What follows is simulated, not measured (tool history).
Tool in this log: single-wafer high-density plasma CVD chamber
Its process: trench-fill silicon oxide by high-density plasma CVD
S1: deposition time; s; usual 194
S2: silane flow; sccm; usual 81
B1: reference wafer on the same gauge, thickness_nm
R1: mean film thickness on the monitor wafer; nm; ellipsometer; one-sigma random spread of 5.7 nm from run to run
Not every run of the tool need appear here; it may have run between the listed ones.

Run 1, day 0.000: usual settings; B1 1656.815. Result: R1 1361.255 nm.
Run 2, day 2.454: usual settings; B1 1660.679. Result: R1 1355.871 nm.
Run 3, day 5.171: usual settings; B1 1659.686. Result: R1 1351.357 nm.
Run 4, day 7.296: usual settings; B1 1659.067. Result: R1 1358.741 nm.
Run 5, day 9.071: usual settings; B1 1659.482. Result: R1 1358.778 nm.
Run 6, day 11.204: usual settings; B1 1660.075. Result: R1 1355.015 nm.
At day 13.233: gauge calibrated.
Run 7, day 13.725: usual settings; B1 1660.920. Result: R1 1351.230 nm.
Run 8, day 15.550: usual settings; B1 1659.751. Result: R1 1346.465 nm.
Run 9, day 18.842: usual settings; B1 1661.556. Result: R1 1344.679 nm.
Run 10, day 20.158: usual settings; B1 1658.459. Result: R1 1347.025 nm.
Run 11, day 23.033: usual settings; B1 1660.117. Result: R1 1338.072 nm.
Run 12, day 24.675: usual settings but S2 90 sccm; B1 1660.743. Result: R1 1466.250 nm.
Run 13, day 26.888: usual settings but S1 218 s, S2 70 sccm; B1 1659.805. Result: R1 1342.022 nm.
Run 14, day 28.088: usual settings but S2 85 sccm; B1 1660.160. Result: R1 1403.247 nm.
Run 15, day 30.962: usual settings but S2 85 sccm; B1 1660.244. Result: R1 1396.423 nm.
Run 16, day 38.758: usual settings but S1 205 s, S2 89 sccm; B1 1659.651. Result: R1 1528.059 nm.
Run 17, day 41.525: usual settings; B1 1660.636. Result: R1 1329.242 nm.
At day 42.071: silane flow controller replaced.
Run 18, day 49.942: usual settings but S2 93 sccm; B1 1658.024. Result: R1 1606.681 nm.
Run 19, day 51.475: usual settings but S1 170 s; B1 1660.376. Result: R1 1238.926 nm.
Run 20, day 53.779: usual settings but S1 157 s, S2 89 sccm; B1 1660.274. Result: R1 1236.429 nm.
At day 54.233: gauge calibrated.
Run 21, day 55.217: usual settings but S1 205 s, S2 96 sccm; B1 1661.937. Result: R1 1717.009 nm.
Run 22, day 56.392: usual settings but S1 229 s, S2 73 sccm; B1 1660.040. Result: R1 1535.242 nm.
Run 23, day 58.350: usual settings; B1 1662.900. Result: R1 1404.541 nm.
Run 24, day 60.571: usual settings but S1 217 s, S2 71 sccm; B1 1660.129. Result: R1 1424.620 nm.
Run 25, day 61.808: usual settings but S1 157 s, S2 89 sccm; B1 1659.720. Result: R1 1235.069 nm.
Run 26, day 64.579: usual settings but S1 163 s, S2 86 sccm; B1 1661.425. Result: R1 1248.964 nm.
Run 27, day 66.938: usual settings but S1 169 s, S2 71 sccm; B1 1661.044. Result: R1 1098.721 nm.
Run 28, day 68.971: usual settings; B1 1661.761. Result: R1 1405.557 nm.
Run 29, day 71.908: usual settings but S1 230 s, S2 89 sccm; B1 1661.966. Result: R1 1788.813 nm.
Run 30, day 73.858: usual settings but S2 69 sccm; B1 1657.673. Result: R1 1227.622 nm.
Run 31, day 75.046: usual settings; B1 1659.595. Result: R1 1414.980 nm.

Hidden state or all else? Some run-to-run changes of R1, split into what the settings, what came in and random variation would give without the hidden state, and what is left for the hidden state (with any gauge scatter that isn't in both results):
Unlogged tool condition in this case: delivered silane flow above the setpoint (%); gauge reads high (%).
Run 15 -> 16: S1 194 -> 205, S2 85 -> 89. R1 +131.636 nm: hidden state -14.230, all else +145.866.
Run 16 -> 17: S1 205 -> 194, S2 89 -> 81. R1 -198.817 nm: hidden state +10.228, all else -209.045.
Run 17 -> 18: S2 81 -> 93, silane flow controller replaced. R1 +277.439 nm: hidden state +90.872, all else +186.567.
Run 20 -> 21: S1 157 -> 205, S2 89 -> 96, gauge calibrated. R1 +480.580 nm: hidden state -0.168, all else +480.748.
Run 28 -> 29: S1 194 -> 230, S2 81 -> 89. R1 +383.256 nm: hidden state -4.717, all else +387.973.
Run 29 -> 30: S1 230 -> 194, S2 89 -> 69. R1 -561.191 nm: hidden state +2.648, all else -563.839.

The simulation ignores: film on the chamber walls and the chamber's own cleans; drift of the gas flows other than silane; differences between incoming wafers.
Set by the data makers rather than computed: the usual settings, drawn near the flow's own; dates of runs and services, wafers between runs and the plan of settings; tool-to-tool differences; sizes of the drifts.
